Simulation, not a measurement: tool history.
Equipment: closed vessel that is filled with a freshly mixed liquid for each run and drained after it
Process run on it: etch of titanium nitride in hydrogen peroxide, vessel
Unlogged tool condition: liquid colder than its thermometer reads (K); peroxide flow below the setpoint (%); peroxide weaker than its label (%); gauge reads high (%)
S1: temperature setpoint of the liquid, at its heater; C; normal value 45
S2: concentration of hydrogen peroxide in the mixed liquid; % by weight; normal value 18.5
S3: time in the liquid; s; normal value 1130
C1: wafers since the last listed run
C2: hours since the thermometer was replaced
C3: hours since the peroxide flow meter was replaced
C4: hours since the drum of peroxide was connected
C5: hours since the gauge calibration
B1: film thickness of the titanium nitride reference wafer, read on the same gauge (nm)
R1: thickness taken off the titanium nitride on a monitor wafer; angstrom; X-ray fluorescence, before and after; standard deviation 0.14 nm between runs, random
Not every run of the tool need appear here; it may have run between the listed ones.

| run | hour | S1 | S2 | S3 | C1 | C2 | C3 | C4 | C5 | B1 | R1 |
|---|---|---|---|---|---|---|---|---|---|---|---|
| 1 | 0 | 45 | 18.5 | 1130 | 0 | 1285.9 | 384.4 | 35.9 | 651.8 | 40 | 227.8 |
| 2 | 26.4 | 45 | 18.5 | 1130 | 872 | 1312.3 | 410.8 | 62.3 | 678.2 | 40 | 231 |
| 3 | 43.5 | 45 | 18.5 | 1130 | 564 | 1329.4 | 427.9 | 79.4 | 695.3 | 39.99 | 227.9 |
| 4 | 61.5 | 45 | 18.5 | 1130 | 594 | 1347.4 | 445.9 | 97.4 | 713.3 | 39.99 | 227.2 |
| 5 | 80.3 | 39.5 | 21 | 1130 | 621 | 1366.2 | 464.7 | 116.2 | 732.1 | 39.99 | 153.1 |
| 6 | 107.2 | 36.5 | 20 | 915 | 888 | 1393.1 | 491.6 | 143.1 | 759 | 39.99 | 96.6 |
| 7 | 141.3 | 45 | 24 | 1130 | 1126 | 1427.2 | 525.7 | 177.2 | 793.1 | 40 | 240.4 |
| 8 | 158.7 | 45 | 14.5 | 1130 | 574 | 1444.6 | 543.1 | 194.6 | 810.5 | 40 | 216.5 |
| 9 | 171 | 48 | 23 | 660 | 406 | 1456.9 | 555.4 | 206.9 | 822.8 | 39.99 | 172.9 |
| 10 | 185 | 45 | 18.5 | 1130 | 462 | 1470.9 | 569.4 | 220.9 | 836.8 | 40 | 225 |
| 11 | 220.9 | 51.5 | 14.5 | 1745 | 1185 | 1506.8 | 605.3 | 256.8 | 872.7 | 40 | 533.7 |
| 12 | 234.9 | 45 | 18.5 | 1525 | 462 | 1520.8 | 619.3 | 270.8 | 886.7 | 39.98 | 301.5 |
| 13 | 255.9 | 45 | 18.5 | 1685 | 693 | 1541.8 | 640.3 | 291.8 | 907.7 | 40.01 | 336 |
| 14 | 272.8 | 38.5 | 18.5 | 1130 | 558 | 1558.7 | 657.2 | 308.7 | 924.6 | 40.01 | 135 |
| 15 | 304.7 | 53 | 18.5 | 1770 | 1053 | 1590.6 | 689.1 | 340.6 | 956.5 | 39.99 | 628.2 |
| 16 | 336.8 | 50 | 18.5 | 1580 | 1060 | 1622.7 | 721.2 | 372.7 | 988.6 | 40.01 | 449.7 |
|  | 347.5 | thermometer replaced |
| 17 | 361 | 54.5 | 21 | 1680 | 766 | 13.5 | 745.4 | 396.9 | 1012.8 | 39.99 | 734 |
|  | 375.5 | gauge calibrated |
|  | 382.7 | peroxide flow meter replaced |
| 18 | 383.2 | 45 | 18.5 | 1130 | 700 | 35.7 | 0.5 | 419.1 | 7.7 | 39.99 | 246.3 |
| 19 | 403.5 | 45 | 18.5 | 1130 | 670 | 56 | 20.8 | 439.4 | 28 | 39.98 | 246.6 |
| 20 | 425.5 | 54.5 | 14.5 | 1130 | 726 | 78 | 42.8 | 461.4 | 50 | 39.99 | 466.4 |
| 21 | 455.9 | 45 | 18.5 | 1495 | 1004 | 108.4 | 73.2 | 491.8 | 80.4 | 39.99 | 325.1 |
|  | 458.9 | new drum of peroxide connected |
| 22 | 477.4 | 45 | 18.5 | 1130 | 677 | 129.9 | 94.7 | 18.5 | 101.9 | 40.01 | 244.7 |
| 23 | 495.9 | 45 | 18.5 | 1595 | 611 | 148.4 | 113.2 | 37 | 120.4 | 40.01 | 343.7 |
| 24 | 519.7 | 52.5 | 21.5 | 520 | 786 | 172.2 | 137 | 60.8 | 144.2 | 40 | 201.1 |
| 25 | 541.1 | 51.5 | 13.5 | 655 | 706 | 193.6 | 158.4 | 82.2 | 165.6 | 40.01 | 213 |
| 26 | 558.6 | 47.5 | 18.5 | 1570 | 578 | 211.1 | 175.9 | 99.7 | 183.1 | 40.01 | 407.6 |
| 27 | 585.1 | 45 | 18.5 | 1580 | 875 | 237.6 | 202.4 | 126.2 | 209.6 | 40 | 337 |
| 28 | 611.6 | 35.5 | 18.5 | 1130 | 875 | 264.1 | 228.9 | 152.7 | 236.1 | 40 | 117.3 |

Predict each of these 5 candidate next runs independently; none follows another, all start after run 28:
| A | 612.6 | 45 | 18.5 | 1130 | 33 | 265.1 | 229.9 | 153.7 | 237.1 | ? | ? |
| B | 612.6 | 45 | 13 | 1130 | 33 | 265.1 | 229.9 | 153.7 | 237.1 | ? | ? |
| C | 612.6 | 36 | 13.5 | 755 | 33 | 265.1 | 229.9 | 153.7 | 237.1 | ? | ? |
| D | 612.6 | 45 | 18.5 | 1750 | 33 | 265.1 | 229.9 | 153.7 | 237.1 | ? | ? |
| E | 612.6 | 49 | 18.5 | 540 | 33 | 265.1 | 229.9 | 153.7 | 237.1 | ? | ? |

| run | B1 | R1 |
|---|---|---|
| A | 39.99 | 241.6 |
| B | 39.99 | 224.3 |
| C | 39.99 | 75.6 |
| D | 39.99 | 374.2 |
| E | 39.99 | 155.1 |
With the hidden condition removed and each run's random variation left untouched, the same runs would have given:
| run | R1 |
|---|---|
| A | 250.4 |
| B | 232.4 |
| C | 78.5 |
| D | 387.7 |
| E | 160.6 |
